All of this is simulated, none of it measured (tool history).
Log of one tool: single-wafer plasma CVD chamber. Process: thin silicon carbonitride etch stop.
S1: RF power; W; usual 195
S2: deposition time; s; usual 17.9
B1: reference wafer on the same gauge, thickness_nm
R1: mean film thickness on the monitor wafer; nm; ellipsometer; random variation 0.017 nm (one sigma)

| run | hour | S1 | S2 | B1 | R1 |
|---|---|---|---|---|---|
| 1 | 0 | 225 | 15.2 | 9.695 | 10.064 |
| 2 | 75.6 | 225 | 15.2 | 9.703 | 10.115 |
|  | 88.1 | RF generator calibrated |
|  | 166.2 | gauge calibrated |
| 3 | 178.9 | 195 | 17.9 | 9.695 | 11.601 |
| 4 | 366.1 | 195 | 17.9 | 9.699 | 11.534 |
| 5 | 416 | 195 | 17.9 | 9.693 | 11.526 |
| 6 | 486.4 | 195 | 17.9 | 9.703 | 11.462 |
| 7 | 570.1 | 195 | 17.9 | 9.699 | 11.448 |
| 8 | 668.9 | 195 | 17.9 | 9.699 | 11.471 |
| 9 | 774.5 | 195 | 15.6 | 9.701 | 10.021 |
| 10 | 837.5 | 195 | 15.6 | 9.704 | 9.983 |
| 11 | 920 | 195 | 19.6 | 9.707 | 12.551 |
| 12 | 997 | 195 | 19.6 | 9.702 | 12.556 |
| 13 | 1058.5 | 225 | 20.2 | 9.702 | 13.381 |
|  | 1265.6 | gauge calibrated |
|  | 1270 | showerhead replaced |
| 14 | 1283.3 | 170 | 21.3 | 9.697 | 13.102 |
| 15 | 1347.8 | 225 | 21.1 | 9.7 | 13.988 |
| 16 | 1406.8 | 195 | 17.9 | 9.701 | 11.444 |
| 17 | 1448 | 170 | 15 | 9.699 | 9.235 |
|  | 1529.8 | RF generator calibrated |
| 18 | 1583.9 | 195 | 17.9 | 9.697 | 11.623 |
|  | 1607.7 | thermocouple changed; heater temperature recalibrated |
| 19 | 1663.3 | 230 | 21.4 | 9.696 | 14.468 |
| 20 | 1721.2 | 220 | 18.8 | 9.697 | 12.564 |
| 21 | 1824.4 | 230 | 19 | 9.693 | 12.817 |
| 22 | 1909.3 | 195 | 19.3 | 9.702 | 12.412 |

Forecast run 23:
| 23 | 1987.3 | 195 | 17.9 | ? | ? |

{"run 23": {"B1": 9.697, "R1": 11.498}}
Without the tool's hidden state the same run would have given R1 11.633 nm.
